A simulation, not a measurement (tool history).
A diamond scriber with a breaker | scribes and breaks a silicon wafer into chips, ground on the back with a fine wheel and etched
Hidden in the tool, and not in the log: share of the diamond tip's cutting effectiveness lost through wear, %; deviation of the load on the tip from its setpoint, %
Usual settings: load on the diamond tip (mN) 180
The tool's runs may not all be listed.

run,hour,load on the diamond tip (mN),wafers since the last listed run,hours since the diamond tip was replaced,hours since the load on the tip was calibrated,"incoming depth of the damage left on the back of the incoming wafer, um",depth of the median crack under the scribed line (um),chips rejected at inspection after the break (%)
1,0,180,0,664.6,203.2,0.39,12.49,0.58
2,57.3,193,179,721.9,260.5,0.77,13.33,1.58
3,120.4,193,197,785,323.6,0.55,13.21,1.43
# hour 157.4: diamond tip replaced by a new one
4,207.1,191,265,49.7,410.3,0.68,13.07,1.3
5,503.5,191,928,346.1,706.7,0.61,13.73,1.61
6,547.1,191,136,389.7,750.3,0.64,13.68,1.85
7,586.4,180,123,429,789.6,0.7,12.91,1.01
8,672,180,268,514.6,875.2,0.68,12.82,0.99
9,773.7,160,318,616.3,976.9,0.67,11.24,0.67

Run 10 comes next. What will it give?
10,845.4,180,224,688,1048.6,0.74,?,?

depth of the median crack under the scribed line (um): 13.1
chips rejected at inspection after the break (%): 1.35
Without the tool's hidden state the same run would have given depth of the median crack under the scribed line (um) 11.9, chips rejected at inspection after the break (%) 0.58.
